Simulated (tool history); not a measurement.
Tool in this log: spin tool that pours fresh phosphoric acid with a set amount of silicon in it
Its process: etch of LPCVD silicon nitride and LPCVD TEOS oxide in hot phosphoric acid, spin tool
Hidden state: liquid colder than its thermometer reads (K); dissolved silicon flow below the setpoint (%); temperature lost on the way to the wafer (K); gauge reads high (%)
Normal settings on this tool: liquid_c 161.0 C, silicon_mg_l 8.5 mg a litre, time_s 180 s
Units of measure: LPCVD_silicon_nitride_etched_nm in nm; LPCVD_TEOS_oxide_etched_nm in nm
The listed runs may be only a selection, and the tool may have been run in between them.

run,day,liquid_c,silicon_mg_l,time_s,wafers since the last listed run,hours since the thermometer was replaced,hours since the dissolved silicon flow meter was replaced,hours since the heated supply line was repaired,hours since the gauge calibration,"read-back film thickness of the LPCVD silicon nitride reference wafer, read on the same gauge (nm)","read-back film thickness of the LPCVD TEOS oxide reference wafer, read on the same gauge (nm)",LPCVD_silicon_nitride_etched_nm,LPCVD_TEOS_oxide_etched_nm
1,0.000,161.0,8.5,105,0,1972.1,1963.9,3136.2,394.9,70.02,49.972,7.35,0.211
# day 0.238: heated supply line repaired
2,0.446,161.0,8.5,265,82,1982.8,1974.6,5.0,405.6,70.02,49.978,21.77,0.704
3,0.825,161.0,8.5,265,77,1991.9,1983.7,14.1,414.7,69.96,49.981,21.82,0.744
4,2.408,161.0,8.5,265,323,2029.9,2021.7,52.1,452.7,69.99,50.007,21.86,0.698
# day 3.258: dissolved silicon flow meter replaced
5,3.279,158.0,4.0,180,169,2050.8,0.5,73.0,473.6,70.00,50.016,13.37,0.410
6,3.767,161.0,8.5,180,99,2062.5,12.2,84.7,485.3,70.03,49.981,14.73,0.472
7,4.325,163.5,3.0,250,113,2075.9,25.6,98.1,498.7,70.04,50.013,22.16,0.885
# day 4.604: thermometer replaced
8,4.788,161.0,15.0,75,85,4.4,36.7,109.2,509.8,69.99,49.981,6.73,0.205
9,5.217,161.0,8.5,180,87,14.7,47.0,119.5,520.1,69.99,50.016,16.05,0.569
10,5.792,164.0,15.5,215,117,28.5,60.8,133.3,533.9,70.00,49.973,21.17,0.662
11,6.250,161.0,8.5,180,93,39.5,71.8,144.3,544.9,69.97,49.999,15.96,0.576
12,6.700,163.0,4.0,180,91,50.3,82.6,155.1,555.7,70.00,49.976,17.01,0.726
# day 7.050: gauge calibrated
13,7.075,164.0,4.5,180,76,59.3,91.6,164.1,0.6,70.02,49.989,17.72,0.821
14,7.542,161.0,8.5,230,95,70.5,102.8,175.3,11.8,70.02,50.025,20.48,0.707
15,7.800,161.0,8.5,180,52,76.7,109.0,181.5,18.0,70.01,49.990,16.04,0.570
16,8.521,160.0,8.5,230,147,94.0,126.3,198.8,35.3,69.99,49.956,19.76,0.680
17,8.775,163.5,8.5,220,51,100.1,132.4,204.9,41.4,69.97,50.014,21.15,0.834
18,9.396,161.0,13.5,145,126,115.0,147.3,219.8,56.3,70.02,50.042,12.92,0.383
19,9.712,162.0,3.5,130,64,122.6,154.9,227.4,63.9,70.01,50.008,11.84,0.481
20,10.300,162.0,11.5,210,119,136.7,169.0,241.5,78.0,69.98,50.014,19.20,0.680
21,10.767,161.0,8.5,180,95,147.9,180.2,252.7,89.2,70.01,50.012,15.95,0.573
22,11.067,159.0,8.5,120,61,155.1,187.4,259.9,96.4,69.97,49.990,9.91,0.326
23,12.454,161.0,8.5,180,283,188.4,220.7,293.2,129.7,69.95,50.004,15.78,0.547

Exercise: give the hidden state of the tool at every run:
dissolved silicon flow below the setpoint (%): 0 on each run
gauge reads high (%): 0 on each run
H1: liquid colder than its thermometer reads (K)
H2: temperature lost on the way to the wafer (K)
run,H1,H2
1,2.44,4.58
2,2.45,0.193
3,2.46,0.206
4,2.51,0.257
5,2.53,0.286
6,2.55,0.302
7,2.56,0.32
8,0.00946,0.335
9,0.0221,0.349
10,0.0391,0.368
11,0.0527,0.383
12,0.066,0.397
13,0.0771,0.409
14,0.0909,0.425
15,0.0985,0.433
16,0.12,0.457
17,0.127,0.465
18,0.146,0.485
19,0.155,0.495
20,0.172,0.515
21,0.186,0.53
22,0.195,0.54
23,0.236,0.585
